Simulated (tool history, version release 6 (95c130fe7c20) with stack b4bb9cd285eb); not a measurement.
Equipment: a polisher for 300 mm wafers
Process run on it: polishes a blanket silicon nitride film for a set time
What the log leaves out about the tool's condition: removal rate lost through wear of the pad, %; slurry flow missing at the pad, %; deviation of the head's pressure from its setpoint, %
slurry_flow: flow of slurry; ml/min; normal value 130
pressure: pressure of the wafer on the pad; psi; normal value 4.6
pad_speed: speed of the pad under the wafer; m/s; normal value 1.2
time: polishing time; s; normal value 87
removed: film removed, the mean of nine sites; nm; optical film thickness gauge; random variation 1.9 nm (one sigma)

run,hour,slurry_flow,pressure,pad_speed,time,wafers since the last listed run,wafers polished on this pad,hours since the slurry nozzle was cleaned,hours since the head pressure was calibrated,"incoming thickness of the incoming film, nm",removed
1,0,145,4.6,1.2,95,0,1709,338.7,406,725.6,270.7
# hour 29.1: slurry nozzle cleaned
2,85.7,145,4.6,1.2,95,625,2335,56.6,491.7,719.8,271.8
# hour 159.7: worn pad replaced by a new one
3,160.2,95,4.6,1.2,87,520,3,131.1,566.2,732.9,226.2
# hour 230.6: head pressure recalibrated
4,236.5,95,4.6,1.2,87,548,552,207.4,5.9,725.7,220.1
5,304.4,130,4.6,1.2,87,501,1053,275.3,73.8,727.7,236
6,373.2,130,4.6,1.2,87,507,1561,344.1,142.6,737.6,237.7
# hour 395.7: slurry nozzle cleaned
7,449.6,130,4.6,1.2,87,556,2118,53.9,219,738.7,237.1
# hour 501: worn pad replaced by a new one
8,516.5,130,4.6,1.2,87,464,114,120.8,285.9,737.8,236
9,611.3,155,4.6,1.2,77,699,814,215.6,380.7,742.9,221.3
10,700.7,155,4.6,1.2,77,660,1474,305,470.1,744.8,220.6
# hour 732.6: slurry nozzle cleaned
11,764.4,155,4.6,1.2,77,462,1937,31.8,533.8,725.5,227.1
# hour 814.9: head pressure recalibrated
12,836.2,130,4.6,1.2,87,515,2452,103.6,21.3,737.7,233.8
# hour 871.1: worn pad replaced by a new one
13,883.8,130,4.6,1.2,87,321,94,151.2,68.9,738,237.4
14,948.8,130,4.6,1.2,87,479,573,216.2,133.9,724.7,233.5
15,1022.2,130,4.6,1.2,62,541,1115,289.6,207.3,721.1,169.2
# hour 1086.5: slurry nozzle cleaned
16,1107,130,5.7,1,87,618,1734,20.5,292.1,726.3,257.5
17,1196,130,4.6,1.54,87,657,2391,109.5,381.1,732.2,291.5
# hour 1214.1: worn pad replaced by a new one, of another model than before
18,1245.2,130,4.6,0.86,87,333,229,158.7,430.3,719.3,209.9
19,1331.3,160,5.3,1.62,59,635,865,244.8,516.4,736.4,216.4
# hour 1390.5: head pressure recalibrated
20,1399.4,130,5.5,1.44,105,488,1353,312.9,8.9,739.5,351.9
# hour 1436.5: slurry nozzle cleaned
21,1449.3,130,4.6,1.2,87,361,1714,12.8,58.8,725.9,235.2
22,1489.6,160,5.3,1.62,59,297,2011,53.1,99.1,730.5,208.8
23,1558.3,115,3.9,1.2,62,507,2519,121.8,167.8,732.1,147.3
# hour 1582.6: worn pad replaced by a new one
24,1648.8,110,4,1.4,67,638,488,212.3,258.3,732.2,174.7
25,1725.3,130,3.2,1.2,87,564,1053,288.8,334.8,742.8,191.9
26,1768.3,130,6.1,1.2,102,317,1371,331.8,377.8,723.4,342.6

Forecast each of these 5 alternatives for the next run:
A,1768.7,130,4.6,1.2,87,2,1374,332.2,378.2,717.5,?
B,1768.7,130,5.2,1.2,77,2,1374,332.2,378.2,717.5,?
C,1768.7,130,5.5,0.78,87,2,1374,332.2,378.2,717.5,?
D,1768.7,130,5.1,1.2,76,2,1374,332.2,378.2,717.5,?
E,1768.7,150,4.6,1.2,87,2,1374,332.2,378.2,717.5,?

run,removed
A,236.9
B,228.2
C,224.1
D,222.2
E,241
What these runs would have given with no unlogged condition in the tool:
run,removed
A,235.1
B,226.5
C,222.5
D,220.5
E,239.2

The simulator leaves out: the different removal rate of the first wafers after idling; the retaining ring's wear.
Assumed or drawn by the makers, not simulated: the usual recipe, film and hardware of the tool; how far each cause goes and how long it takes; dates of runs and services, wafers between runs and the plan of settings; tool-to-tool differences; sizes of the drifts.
